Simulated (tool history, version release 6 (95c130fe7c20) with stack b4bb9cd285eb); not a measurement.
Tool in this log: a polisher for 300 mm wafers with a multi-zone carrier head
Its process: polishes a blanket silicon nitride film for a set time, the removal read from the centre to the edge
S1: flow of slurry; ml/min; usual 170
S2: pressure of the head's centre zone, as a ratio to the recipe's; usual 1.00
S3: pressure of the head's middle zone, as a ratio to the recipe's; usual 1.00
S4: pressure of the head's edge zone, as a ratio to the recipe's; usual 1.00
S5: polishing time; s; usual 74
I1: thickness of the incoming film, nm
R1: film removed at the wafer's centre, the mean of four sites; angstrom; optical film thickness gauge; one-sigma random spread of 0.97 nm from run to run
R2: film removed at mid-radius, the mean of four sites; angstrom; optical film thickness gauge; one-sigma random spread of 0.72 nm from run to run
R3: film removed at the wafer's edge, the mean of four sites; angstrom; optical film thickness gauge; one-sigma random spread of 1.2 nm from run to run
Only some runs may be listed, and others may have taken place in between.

run    hour   S1    S2    S3    S4  S5     I1    R1    R2    R3
  1     0.0  170  1.00  1.00  1.00  74  373.9  1142  1108  1123
       27.1  -- edge zone pressure recalibrated
  2    59.1  170  1.00  1.00  1.00  74  368.1  1150  1118  1166
       64.2  -- worn pad replaced by a new one
  3   108.2  170  1.00  1.00  1.00  74  369.4  1152  1117  1113
  4   177.8  170  1.00  1.00  1.00  74  367.2  1157  1126  1157
      186.7  -- slurry nozzle cleaned
  5   214.2  170  1.00  1.00  1.00  74  372.6  1128  1126  1138
  6   278.5  170  1.00  1.00  1.00  74  365.2  1157  1115  1160
      340.9  -- worn pad replaced by a new one
  7   404.6  170  1.00  1.00  1.00  74  368.3  1157  1123  1134
  8   449.2  160  1.00  1.00  0.92  74  368.6  1157  1108  1105
      470.3  -- slurry nozzle cleaned
  9   493.1  160  1.00  1.00  0.92  74  374.3  1151  1111  1091
 10   533.0  170  1.00  1.00  1.00  74  374.6  1157  1118  1140
 11   602.8  170  1.00  1.00  1.00  74  366.0  1147  1116  1133
 12   643.4  170  1.00  1.00  1.00  74  376.8  1167  1118  1156
      654.1  -- worn pad replaced by a new one
      715.2  -- slurry nozzle cleaned
 13   739.1  170  1.09  1.00  1.03  98  366.9  1669  1461  1547
      904.2  -- edge zone pressure recalibrated
 14   904.7  170  1.00  1.00  1.00  74  369.5  1214  1101  1138
      916.9  -- worn pad replaced by a new one
      921.3  -- carrier head's membrane replaced by a new one
 15   929.9  130  1.11  0.92  0.93  74  366.4  1244  1013  1090
 16   975.2  170  1.00  1.00  1.00  74  364.6  1210  1131  1147
     1034.6  -- slurry nozzle cleaned
 17  1037.9  170  0.90  0.92  1.05  49  376.6   758   694   776
 18  1067.5  170  1.00  1.00  1.00  74  368.1  1237  1127  1137
     1124.7  -- centre zone pressure recalibrated
 19  1171.3  170  1.00  1.00  0.91  74  377.5  1138  1119  1112
     1187.6  -- worn pad replaced by a new one
 20  1199.4  120  1.06  1.03  1.11  74  373.9  1137  1106  1148
     1315.0  -- slurry nozzle cleaned
 21  1369.7  115  1.00  0.93  1.00  74  378.2  1094  1008  1109
 22  1417.8  170  1.00  1.00  1.00  97  362.9  1503  1470  1525

Run-by-run hidden state of the tool:
removal rate lost through wear of the pad, %: 0 across all the runs
slurry flow missing at the pad, %: 0 across all the runs
deviation of the edge zone's pressure from its setpoint, %: 0 across all the runs
H1: deviation of the centre zone's pressure from its setpoint, %
run      H1
  1   -1.38
  2   -1.32
  3   -1.21
  4  -0.968
  5    -0.8
  6  -0.435
  7   0.536
  8   0.961
  9    1.42
 10    1.87
 11    2.75
 12     3.3
 13    4.75
 14    7.72
 15    8.23
 16    9.17
 17    10.5
 18    11.2
 19   -1.07
 20   -1.04
 21  -0.457
 22  -0.182
